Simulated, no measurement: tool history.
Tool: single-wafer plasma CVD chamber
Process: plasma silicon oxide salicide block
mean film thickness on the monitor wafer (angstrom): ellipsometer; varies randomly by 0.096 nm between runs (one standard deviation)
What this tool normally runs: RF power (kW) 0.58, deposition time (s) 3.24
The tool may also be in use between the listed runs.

run,day,RF power (kW),deposition time (s),"read-back reference wafer on the same gauge, thickness_nm",mean film thickness on the monitor wafer (angstrom)
1,0,0.53,3.65,35.139,313.72
2,2.533,0.53,3.65,35.079,312.63
3,4.367,0.53,3.65,35.086,311
4,8.542,0.505,3.24,35.083,270.63
# day 10.542: RF generator calibrated
5,10.562,0.505,3.24,35.103,282.29
6,14.8,0.58,3.24,35.098,296.02
7,16.504,0.67,2.79,35.054,271.74
8,20.433,0.67,2.79,35.146,268.21
9,24.071,0.65,3.24,35.129,306.36
10,27.521,0.58,3.24,35.141,293.6
11,30.142,0.58,3.24,35.098,292.83
12,32.262,0.58,3.24,35.096,291.42
13,36.467,0.58,3.24,35.122,290.88
# day 39.45: showerhead replaced
14,39.471,0.58,3.24,35.114,292.08
15,43.217,0.58,3.45,35.088,309.18
16,45.642,0.58,3.45,35.105,308.66
17,48.8,0.58,3.24,35.118,289.14
18,52.279,0.58,3.24,35.105,289.32
19,55.692,0.58,3.24,35.111,287.95
# day 67.225: gauge calibrated
20,67.879,0.58,3.24,35.139,287.19
21,70.433,0.58,3.24,35.138,287.49
22,74.192,0.54,3.24,35.096,279.02
23,78.404,0.54,3.24,35.139,277.97
24,81.792,0.58,3.24,35.162,285.3
25,83.412,0.67,2.88,35.109,269.61
26,85.962,0.54,3.24,35.118,278.83
27,88.45,0.52,2.86,35.133,242.62
28,90.233,0.645,3.78,35.085,349.26
# day 91.383: RF generator calibrated
29,92.367,0.655,2.65,35.102,256.37
30,94.775,0.48,2.67,35.059,223.92
31,97.696,0.685,3.03,35.089,295.96
32,99.9,0.615,3.24,35.066,301.06
33,102.804,0.535,2.97,35.111,260.24
34,105.033,0.68,2.6,35.094,248.87
35,107.254,0.58,3.24,35.089,292.69
36,110.317,0.53,3.24,35.162,281.02
37,112.304,0.58,3.24,35.127,292.5
38,114.342,0.58,3.82,35.099,343.82
39,116.067,0.58,3.24,35.092,290.56
40,117.938,0.475,3.24,35.121,266.44

Branching from run 40: 4 alternative next runs. What would each branch give?
A,117.954,0.58,3.53,?,?
B,117.954,0.58,2.82,?,?
C,117.954,0.48,3.24,?,?
D,117.954,0.68,2.69,?,?

run,"read-back reference wafer on the same gauge, thickness_nm",mean film thickness on the monitor wafer (angstrom)
A,35.101,315.45
B,35.101,252.01
C,35.101,266.64
D,35.101,256.42
Without the tool's hidden state the same runs would have given:
run,mean film thickness on the monitor wafer (angstrom)
A,324.24
B,259.03
C,274.07
D,263.56

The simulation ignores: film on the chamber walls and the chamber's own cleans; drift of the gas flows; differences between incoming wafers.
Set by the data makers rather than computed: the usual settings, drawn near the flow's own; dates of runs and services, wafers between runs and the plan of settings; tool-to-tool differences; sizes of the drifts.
